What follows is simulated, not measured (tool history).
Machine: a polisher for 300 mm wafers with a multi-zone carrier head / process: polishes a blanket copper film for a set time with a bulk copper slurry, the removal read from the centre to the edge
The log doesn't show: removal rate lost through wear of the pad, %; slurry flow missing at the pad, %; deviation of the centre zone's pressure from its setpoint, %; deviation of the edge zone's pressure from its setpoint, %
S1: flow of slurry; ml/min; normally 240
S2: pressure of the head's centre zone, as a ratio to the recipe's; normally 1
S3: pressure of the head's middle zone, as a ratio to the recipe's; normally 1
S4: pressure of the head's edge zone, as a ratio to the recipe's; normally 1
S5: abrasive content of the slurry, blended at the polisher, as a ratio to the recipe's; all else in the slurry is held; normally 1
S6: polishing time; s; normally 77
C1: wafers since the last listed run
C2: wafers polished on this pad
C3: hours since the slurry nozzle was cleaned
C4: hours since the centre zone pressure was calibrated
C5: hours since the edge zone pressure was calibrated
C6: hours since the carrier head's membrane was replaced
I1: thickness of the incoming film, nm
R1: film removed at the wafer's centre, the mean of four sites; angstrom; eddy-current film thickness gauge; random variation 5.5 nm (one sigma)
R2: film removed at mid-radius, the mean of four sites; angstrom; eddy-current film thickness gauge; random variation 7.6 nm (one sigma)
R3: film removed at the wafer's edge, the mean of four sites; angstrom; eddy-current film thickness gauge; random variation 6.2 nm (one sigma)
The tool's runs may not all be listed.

run	hour	S1	S2	S3	S4	S5	S6	C1	C2	C3	C4	C5	C6	I1	R1	R2	R3
1	0	240	1	1	1	1	77	0	844	261.5	1078	496.6	823.6	3344.9	5730	5700	5779
# hour 40: centre zone pressure recalibrated
2	48.9	240	1	1	1	1	77	446	1291	310.4	8.9	545.5	872.5	3317.5	5859	5767	5757
3	139.8	240	0.98	1	1	1	77	865	2156	401.3	99.8	636.4	963.4	3363.2	5514	5544	5837
# hour 210.8: worn pad replaced by a new one
4	224.2	240	1	1	1	0.95	77	765	127	485.7	184.2	720.8	1047.8	3330.8	5763	5739	5842
# hour 285.8: slurry nozzle cleaned
5	291.5	240	1	1	1	1	77	631	758	5.7	251.5	788.1	1115.1	3323.2	5763	5820	5957
# hour 440.8: edge zone pressure recalibrated
# hour 498.9: carrier head's membrane replaced by a new one
# hour 505.1: worn pad replaced by a new one
6	560.3	240	1	1	1	1	77	2455	525	274.5	520.3	119.5	61.4	3360.4	5822	6016	5974
7	598.7	240	1	1	1	1	77	365	891	312.9	558.7	157.9	99.8	3393.3	5720	5840	5886
8	690.6	240	1	1	1	1	77	875	1766	404.8	650.6	249.8	191.7	3311.4	5700	5678	5806
# hour 760.8: slurry nozzle cleaned
9	770.3	240	1	1	1	1	77	749	2515	9.5	730.3	329.5	271.4	3409.6	5610	5608	5774
10	810.8	240	1	1	0.91	0.85	77	385	2901	50	770.8	370	311.9	3306.5	5338	5460	5273
# hour 821.5: worn pad replaced by a new one
11	887	240	1	1	1	1	77	687	623	126.2	847	446.2	388.1	3348.9	5901	5957	5942
12	930.7	240	1	1	0.9	1	77	416	1040	169.9	890.7	489.9	431.8	3389.8	5723	5778	5607
13	1009.1	205	0.92	1	1	1	77	746	1786	248.3	969.1	568.3	510.2	3433.3	5151	5688	5684
14	1088.6	240	0.89	1.05	1	1	77	757	2543	327.8	1048.6	647.8	589.7	3355.6	4925	5864	5821
# hour 1103: centre zone pressure recalibrated
# hour 1131.6: worn pad replaced by a new one
15	1168.5	240	0.91	1	1.05	0.9	56	703	351	407.7	65.5	727.7	669.6	3379.7	3723	4185	4334
16	1243.7	240	1	1	1	1	77	716	1067	482.9	140.7	802.9	744.8	3359.3	5783	5851	6024
# hour 1285.5: edge zone pressure recalibrated
17	1338.9	240	0.89	1.12	1	1	57	887	1954	578.1	235.9	53.4	840	3354.5	3764	4676	4364
# hour 1353.8: slurry nozzle cleaned
18	1377.8	240	0.92	1	1.11	1	77	360	2315	24	274.8	92.3	878.9	3416	5271	5645	6125
# hour 1438.5: worn pad replaced by a new one
19	1439	240	1	1	1	1	77	544	4	85.2	336	153.5	940.1	3334.8	5889	6011	5988

What differs in the tool's unlogged condition from the final listed run ahead of each entry between runs to the first listed run following it?
Run 1 -> run 2: centre zone pressure recalibrated (hour 40)
  removal rate lost through wear of the pad, %: 1.85 -> 2.56
  measured result minus the result with no hidden state, R1: -108 -> -154 angstrom; R2: -107 -> -151 angstrom; R3: -109 -> -151 angstrom
Run 3 -> run 4: worn pad replaced by a new one (hour 210.8)
  removal rate lost through wear of the pad, %: 3.86 -> 0.762
  measured result minus the result with no hidden state, R1: -222 -> -45 angstrom; R2: -222 -> -44 angstrom; R3: -235 -> -45 angstrom
Run 4 -> run 5: slurry nozzle cleaned (hour 285.8)
  removal rate lost through wear of the pad, %: 0.762 -> 1.73
  measured result minus the result with no hidden state, R1: -45 -> -101 angstrom; R2: -44 -> -103 angstrom; R3: -45 -> -105 angstrom
Run 5 -> run 6: edge zone pressure recalibrated (hour 440.8); carrier head's membrane replaced by a new one (hour 498.9); worn pad replaced by a new one (hour 505.1)
  removal rate lost through wear of the pad, %: 1.73 -> 0.85
  measured result minus the result with no hidden state, R1: -101 -> -50 angstrom; R2: -103 -> -51 angstrom; R3: -105 -> -51 angstrom
Run 8 -> run 9: slurry nozzle cleaned (hour 760.8)
  removal rate lost through wear of the pad, %: 2.72 -> 3.86
  measured result minus the result with no hidden state, R1: -159 -> -225 angstrom; R2: -159 -> -226 angstrom; R3: -162 -> -232 angstrom
Run 10 -> run 11: worn pad replaced by a new one (hour 821.5)
  removal rate lost through wear of the pad, %: 4.44 -> 1.23
  measured result minus the result with no hidden state, R1: -248 -> -73 angstrom; R2: -254 -> -75 angstrom; R3: -245 -> -74 angstrom
Run 14 -> run 15: centre zone pressure recalibrated (hour 1103); worn pad replaced by a new one (hour 1131.6)
  removal rate lost through wear of the pad, %: 4.12 -> 0.548
  measured result minus the result with no hidden state, R1: -212 -> -21 angstrom; R2: -252 -> -23 angstrom; R3: -251 -> -24 angstrom
Run 16 -> run 17: edge zone pressure recalibrated (hour 1285.5)
  removal rate lost through wear of the pad, %: 1.63 -> 2.99
  measured result minus the result with no hidden state, R1: -95 -> -117 angstrom; R2: -97 -> -144 angstrom; R3: -100 -> -135 angstrom
Run 17 -> run 18: slurry nozzle cleaned (hour 1353.8)
  removal rate lost through wear of the pad, %: 2.99 -> 3.55
  measured result minus the result with no hidden state, R1: -117 -> -195 angstrom; R2: -144 -> -208 angstrom; R3: -135 -> -225 angstrom
Run 18 -> run 19: worn pad replaced by a new one (hour 1438.5)
  removal rate lost through wear of the pad, %: 3.55 -> 0.06
  measured result minus the result with no hidden state, R1: -195 -> -4 angstrom; R2: -208 -> -4 angstrom; R3: -225 -> -4 angstrom
